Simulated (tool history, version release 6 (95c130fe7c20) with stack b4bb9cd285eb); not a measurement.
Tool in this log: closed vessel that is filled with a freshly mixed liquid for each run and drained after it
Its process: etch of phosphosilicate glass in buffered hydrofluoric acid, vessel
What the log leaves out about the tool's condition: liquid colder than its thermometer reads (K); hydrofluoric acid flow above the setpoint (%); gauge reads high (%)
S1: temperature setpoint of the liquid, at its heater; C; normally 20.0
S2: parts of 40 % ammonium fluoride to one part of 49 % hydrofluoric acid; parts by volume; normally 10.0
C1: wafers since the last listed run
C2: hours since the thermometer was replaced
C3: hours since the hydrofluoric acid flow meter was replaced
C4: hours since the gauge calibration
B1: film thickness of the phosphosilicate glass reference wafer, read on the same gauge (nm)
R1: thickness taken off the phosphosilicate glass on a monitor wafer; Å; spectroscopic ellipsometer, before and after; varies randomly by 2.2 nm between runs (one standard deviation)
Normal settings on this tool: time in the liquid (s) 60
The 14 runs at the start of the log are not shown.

run 15 hour=632.1 | S1=20.0 S2=6.5 time_in_the_liquid_(s)=70 | C1=5324 C2=2470.2 C3=1676.7 C4=204.7 | B1=49.98 | R1=6037.6
run 16 hour=658.8 | S1=20.0 S2=10.0 time_in_the_liquid_(s)=60 | C1=3117 C2=2496.9 C3=1703.4 C4=231.4 | B1=50.05 | R1=3432.4
-- hour=706.2 thermometer replaced
-- hour=782.3 hydrofluoric acid flow meter replaced
run 17 hour=793.2 | S1=20.0 S2=12.5 time_in_the_liquid_(s)=60 | C1=15460 C2=87.0 C3=10.9 C4=365.8 | B1=49.98 | R1=2620.8
run 18 hour=852.4 | S1=23.5 S2=10.0 time_in_the_liquid_(s)=75 | C1=6912 C2=146.2 C3=70.1 C4=425.0 | B1=49.97 | R1=4955.3
run 19 hour=896.3 | S1=20.0 S2=7.5 time_in_the_liquid_(s)=30 | C1=5126 C2=190.1 C3=114.0 C4=468.9 | B1=50.02 | R1=2178.1
run 20 hour=930.5 | S1=20.0 S2=13.0 time_in_the_liquid_(s)=60 | C1=3993 C2=224.3 C3=148.2 C4=503.1 | B1=49.97 | R1=2555.8
run 21 hour=1001.5 | S1=20.0 S2=10.0 time_in_the_liquid_(s)=60 | C1=8290 C2=295.3 C3=219.2 C4=574.1 | B1=50.00 | R1=3293.9
run 22 hour=1029.7 | S1=22.0 S2=11.5 time_in_the_liquid_(s)=85 | C1=3292 C2=323.5 C3=247.4 C4=602.3 | B1=50.01 | R1=4587.4
run 23 hour=1097.0 | S1=20.0 S2=10.0 time_in_the_liquid_(s)=45 | C1=7858 C2=390.8 C3=314.7 C4=669.6 | B1=50.02 | R1=2451.6
run 24 hour=1132.0 | S1=20.0 S2=9.0 time_in_the_liquid_(s)=60 | C1=4087 C2=425.8 C3=349.7 C4=704.6 | B1=49.97 | R1=3618.6
run 25 hour=1187.3 | S1=20.0 S2=8.5 time_in_the_liquid_(s)=95 | C1=6457 C2=481.1 C3=405.0 C4=759.9 | B1=50.01 | R1=6030.4
run 26 hour=1223.0 | S1=20.0 S2=12.5 time_in_the_liquid_(s)=90 | C1=4168 C2=516.8 C3=440.7 C4=795.6 | B1=50.00 | R1=4024.4
run 27 hour=1292.6 | S1=23.0 S2=10.0 time_in_the_liquid_(s)=60 | C1=8127 C2=586.4 C3=510.3 C4=865.2 | B1=49.94 | R1=3923.5
run 28 hour=1334.9 | S1=20.0 S2=6.5 time_in_the_liquid_(s)=80 | C1=4939 C2=628.7 C3=552.6 C4=907.5 | B1=50.01 | R1=6682.2
run 29 hour=1393.8 | S1=22.0 S2=10.0 time_in_the_liquid_(s)=60 | C1=6877 C2=687.6 C3=611.5 C4=966.4 | B1=50.02 | R1=3726.9
run 30 hour=1453.3 | S1=17.0 S2=11.5 time_in_the_liquid_(s)=30 | C1=6947 C2=747.1 C3=671.0 C4=1025.9 | B1=50.00 | R1=1235.7
run 31 hour=1498.0 | S1=20.0 S2=10.0 time_in_the_liquid_(s)=60 | C1=5219 C2=791.8 C3=715.7 C4=1070.6 | B1=50.02 | R1=3326.5
run 32 hour=1544.7 | S1=23.5 S2=8.0 time_in_the_liquid_(s)=50 | C1=5453 C2=838.5 C3=762.4 C4=1117.3 | B1=50.00 | R1=4153.0
run 33 hour=1579.2 | S1=20.0 S2=10.0 time_in_the_liquid_(s)=60 | C1=4028 C2=873.0 C3=796.9 C4=1151.8 | B1=50.00 | R1=3355.6

Alternative continuations, all from the tool just after run 33; predict every row:
run A hour=1579.9 | S1=20.0 S2=10.0 time_in_the_liquid_(s)=85 | C1=81 C2=873.7 C3=797.6 C4=1152.5 | B1=? | R1=?
run B hour=1579.9 | S1=21.5 S2=8.0 time_in_the_liquid_(s)=60 | C1=81 C2=873.7 C3=797.6 C4=1152.5 | B1=? | R1=?
run C hour=1579.9 | S1=20.0 S2=12.5 time_in_the_liquid_(s)=80 | C1=81 C2=873.7 C3=797.6 C4=1152.5 | B1=? | R1=?

run=A B1=49.98 R1=4764.9
run=B B1=49.98 R1=4525.0
run=C B1=49.98 R1=3659.9
The same runs, with their run-to-run variation unchanged, on a tool lacking any hidden condition would have given:
run=A R1=4640.4
run=B R1=4324.0
run=C R1=3512.5
